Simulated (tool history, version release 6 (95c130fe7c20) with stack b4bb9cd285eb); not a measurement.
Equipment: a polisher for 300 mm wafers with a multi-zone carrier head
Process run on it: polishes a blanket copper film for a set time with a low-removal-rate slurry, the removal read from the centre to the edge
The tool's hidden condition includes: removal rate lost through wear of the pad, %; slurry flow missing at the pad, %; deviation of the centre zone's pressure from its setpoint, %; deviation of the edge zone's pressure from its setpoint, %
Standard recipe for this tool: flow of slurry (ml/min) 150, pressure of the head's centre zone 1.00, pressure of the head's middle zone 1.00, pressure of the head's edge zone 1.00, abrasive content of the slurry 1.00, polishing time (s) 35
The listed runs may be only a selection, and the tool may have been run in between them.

run    hour  flow of slurry (ml/min)  pressure of the head's centre zone  pressure of the head's middle zone  pressure of the head's edge zone  abrasive content of the slurry  polishing time (s)  wafers since the last listed run  wafers polished on this pad  hours since the slurry nozzle was cleaned  hours since the centre zone pressure was calibrated  hours since the edge zone pressure was calibrated  hours since the carrier head's membrane was replaced  incoming thickness of the incoming film, nm  film removed at the wafer's centre (Å)  film removed at mid-radius (Å)  film removed at the wafer's edge (Å)
  1     0.0                      150                                1.00                                1.00                              1.00                            1.00                  30                                 0                         4612                                      168.7                                                113.5                                              237.5                                                 925.4                                        767.6                                     694                             720                                   714
       68.2  -- worn pad replaced by a new one
  2    75.8                      185                                1.00                                1.00                              0.91                            1.00                  35                               476                           50                                      244.5                                                189.3                                              313.3                                                1001.2                                        786.0                                     958                            1020                                   931
  3   150.6                      150                                1.00                                1.00                              1.00                            1.00                  35                               496                          547                                      319.3                                                264.1                                              388.1                                                1076.0                                        774.2                                     942                             941                                   955
      179.7  -- carrier head's membrane replaced by a new one
  4   257.4                      150                                1.00                                1.00                              0.89                            1.15                  35                               676                         1223                                      426.1                                                370.9                                              494.9                                                  77.7                                        779.8                                     955                             968                                   909
  5   354.6                      150                                1.00                                1.06                              1.00                            1.00                  35                               645                         1869                                      523.3                                                468.1                                              592.1                                                 174.9                                        779.1                                     906                             989                                   949
  6   458.2                      150                                1.00                                1.04                              0.89                            1.00                  35                               688                         2557                                      626.9                                                571.7                                              695.7                                                 278.5                                        777.5                                     914                             959                                   874
      522.0  -- slurry nozzle cleaned
      542.6  -- centre zone pressure recalibrated
  7   565.4                      150                                1.00                                1.04                              1.00                            1.00                  35                               692                         3249                                       43.4                                                 22.8                                              802.9                                                 385.7                                        776.2                                     880                             943                                   884
  8   641.7                      125                                1.10                                1.00                              1.00                            1.00                  35                               506                         3756                                      119.7                                                 99.1                                              879.2                                                 462.0                                        794.0                                     918                             851                                   848
  9   689.5                      150                                1.00                                1.00                              1.00                            1.00                  42                               317                         4073                                      167.5                                                146.9                                              927.0                                                 509.8                                        790.2                                    1002                            1028                                  1029
      724.8  -- edge zone pressure recalibrated
      740.5  -- worn pad replaced by a new one
 10   741.0                      150                                1.00                                1.00                              1.00                            1.00                  35                               302                            3                                      219.0                                                198.4                                               16.2                                                 561.3                                        775.3                                     936                             956                                   961
 11   842.4                      150                                1.00                                1.00                              1.00                            1.00                  35                               673                          677                                      320.4                                                299.8                                              117.6                                                 662.7                                        790.5                                     906                             979                                   951
 12   898.1                      150                                1.00                                1.00                              1.00                            0.75                  35                               370                         1047                                      376.1                                                355.5                                              173.3                                                 718.4                                        777.1                                     886                             930                                   904
 13   935.6                      175                                1.00                                1.00                              1.00                            1.00                  35                               249                         1296                                      413.6                                                393.0                                              210.8                                                 755.9                                        781.8                                     930                             984                                   971
 14  1019.2                      170                                1.06                                1.00                              1.00                            0.85                  40                               555                         1851                                      497.2                                                476.6                                              294.4                                                 839.5                                        788.7                                    1099                            1087                                  1058
 15  1071.3                      105                                1.00                                1.00                              1.00                            1.00                  35                               346                         2197                                      549.3                                                528.7                                              346.5                                                 891.6                                        763.2                                     827                             856                                   870

What does the tool deliver on the next run?
 16  1112.9                      150                                0.89                                1.00                              1.00                            1.00                  35                               276                         2473                                      590.9                                                570.3                                              388.1                                                 933.2                                        786.9                                       ?                               ?                                     ?

film removed at the wafer's centre (Å): 793
film removed at mid-radius (Å): 942
film removed at the wafer's edge (Å): 902
Were there no unlogged condition in the tool, this run, its random variation unchanged, would have produced film removed at the wafer's centre (Å) 835, film removed at mid-radius (Å) 991, film removed at the wafer's edge (Å) 949.
